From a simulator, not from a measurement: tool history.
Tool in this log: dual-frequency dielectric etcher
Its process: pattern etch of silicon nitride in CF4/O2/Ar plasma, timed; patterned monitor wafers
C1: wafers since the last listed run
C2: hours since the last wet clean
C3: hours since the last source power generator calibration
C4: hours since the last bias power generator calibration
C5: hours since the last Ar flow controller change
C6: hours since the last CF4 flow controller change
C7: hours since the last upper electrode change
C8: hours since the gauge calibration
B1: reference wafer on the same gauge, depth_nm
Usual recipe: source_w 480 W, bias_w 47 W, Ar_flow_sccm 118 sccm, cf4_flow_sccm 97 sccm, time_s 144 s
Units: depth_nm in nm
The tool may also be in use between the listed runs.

{"run": 1, "hour": 0.0, "source_w": 480, "bias_w": 56, "Ar_flow_sccm": 118, "cf4_flow_sccm": 97, "time_s": 144, "C1": 0, "C2": 631.6, "C3": 465.7, "C4": 1624.8, "C5": 2331.6, "C6": 3316.1, "C7": 802.9, "C8": 3369.1, "B1": 204.8, "depth_nm": 269.5}
{"hour": 33.5, "done": "wet clean of the chamber"}
{"run": 2, "hour": 76.0, "source_w": 480, "bias_w": 47, "Ar_flow_sccm": 118, "cf4_flow_sccm": 97, "time_s": 144, "C1": 456, "C2": 42.5, "C3": 541.7, "C4": 1700.8, "C5": 2407.6, "C6": 3392.1, "C7": 878.9, "C8": 3445.1, "B1": 203.8, "depth_nm": 252.1}
{"hour": 119.3, "done": "gauge calibrated"}
{"run": 3, "hour": 155.6, "source_w": 480, "bias_w": 47, "Ar_flow_sccm": 118, "cf4_flow_sccm": 106, "time_s": 144, "C1": 698, "C2": 122.1, "C3": 621.3, "C4": 1780.4, "C5": 2487.2, "C6": 3471.7, "C7": 958.5, "C8": 36.3, "B1": 203.9, "depth_nm": 252.9}
{"run": 4, "hour": 214.7, "source_w": 480, "bias_w": 47, "Ar_flow_sccm": 118, "cf4_flow_sccm": 97, "time_s": 144, "C1": 518, "C2": 181.2, "C3": 680.4, "C4": 1839.5, "C5": 2546.3, "C6": 3530.8, "C7": 1017.6, "C8": 95.4, "B1": 203.7, "depth_nm": 250.9}
{"run": 5, "hour": 304.9, "source_w": 480, "bias_w": 47, "Ar_flow_sccm": 104, "cf4_flow_sccm": 97, "time_s": 144, "C1": 791, "C2": 271.4, "C3": 770.6, "C4": 1929.7, "C5": 2636.5, "C6": 3621, "C7": 1107.8, "C8": 185.6, "B1": 204.3, "depth_nm": 252.7}
{"run": 6, "hour": 367.1, "source_w": 480, "bias_w": 47, "Ar_flow_sccm": 101, "cf4_flow_sccm": 84, "time_s": 144, "C1": 545, "C2": 333.6, "C3": 832.8, "C4": 1991.9, "C5": 2698.7, "C6": 3683.2, "C7": 1170, "C8": 247.8, "B1": 204, "depth_nm": 249.6}
{"run": 7, "hour": 422.7, "source_w": 550, "bias_w": 50, "Ar_flow_sccm": 118, "cf4_flow_sccm": 121, "time_s": 173.5, "C1": 487, "C2": 389.2, "C3": 888.4, "C4": 2047.5, "C5": 2754.3, "C6": 3738.8, "C7": 1225.6, "C8": 303.4, "B1": 204, "depth_nm": 365.6}
{"hour": 492.4, "done": "Ar flow controller replaced"}
{"run": 8, "hour": 516.2, "source_w": 420, "bias_w": 39, "Ar_flow_sccm": 138, "cf4_flow_sccm": 77, "time_s": 144, "C1": 767, "C2": 482.7, "C3": 981.9, "C4": 2141, "C5": 23.8, "C6": 3832.3, "C7": 1319.1, "C8": 396.9, "B1": 204, "depth_nm": 183.6}
{"run": 9, "hour": 568.8, "source_w": 370, "bias_w": 47, "Ar_flow_sccm": 140, "cf4_flow_sccm": 80, "time_s": 144, "C1": 461, "C2": 535.3, "C3": 1034.5, "C4": 2193.6, "C5": 76.4, "C6": 3884.9, "C7": 1371.7, "C8": 449.5, "B1": 204.1, "depth_nm": 176.7}
{"run": 10, "hour": 646.1, "source_w": 400, "bias_w": 47, "Ar_flow_sccm": 94, "cf4_flow_sccm": 97, "time_s": 144, "C1": 678, "C2": 612.6, "C3": 1111.8, "C4": 2270.9, "C5": 153.7, "C6": 3962.2, "C7": 1449, "C8": 526.8, "B1": 203.9, "depth_nm": 208.6}
{"run": 11, "hour": 722.3, "source_w": 480, "bias_w": 53, "Ar_flow_sccm": 118, "cf4_flow_sccm": 97, "time_s": 144, "C1": 668, "C2": 688.8, "C3": 1188, "C4": 2347.1, "C5": 229.9, "C6": 4038.4, "C7": 1525.2, "C8": 603, "B1": 204.3, "depth_nm": 260.3}

Run 12 has not been measured yet. What should we expect?
{"hour": 817.1, "done": "CF4 flow controller replaced"}
{"hour": 817.8, "done": "bias power generator calibrated"}
{"hour": 835.7, "done": "wet clean of the chamber"}
{"run": 12, "hour": 836.2, "source_w": 480, "bias_w": 50, "Ar_flow_sccm": 118, "cf4_flow_sccm": 84, "time_s": 144, "C1": 783, "C2": 0.5, "C3": 1301.9, "C4": 18.4, "C5": 343.8, "C6": 19.1, "C7": 1639.1, "C8": 716.9, "B1": "?", "depth_nm": "?"}

B1: 203.9
depth_nm: 252.8 nm
With no hidden state in the tool, this same run would have given depth_nm 252.2 nm.
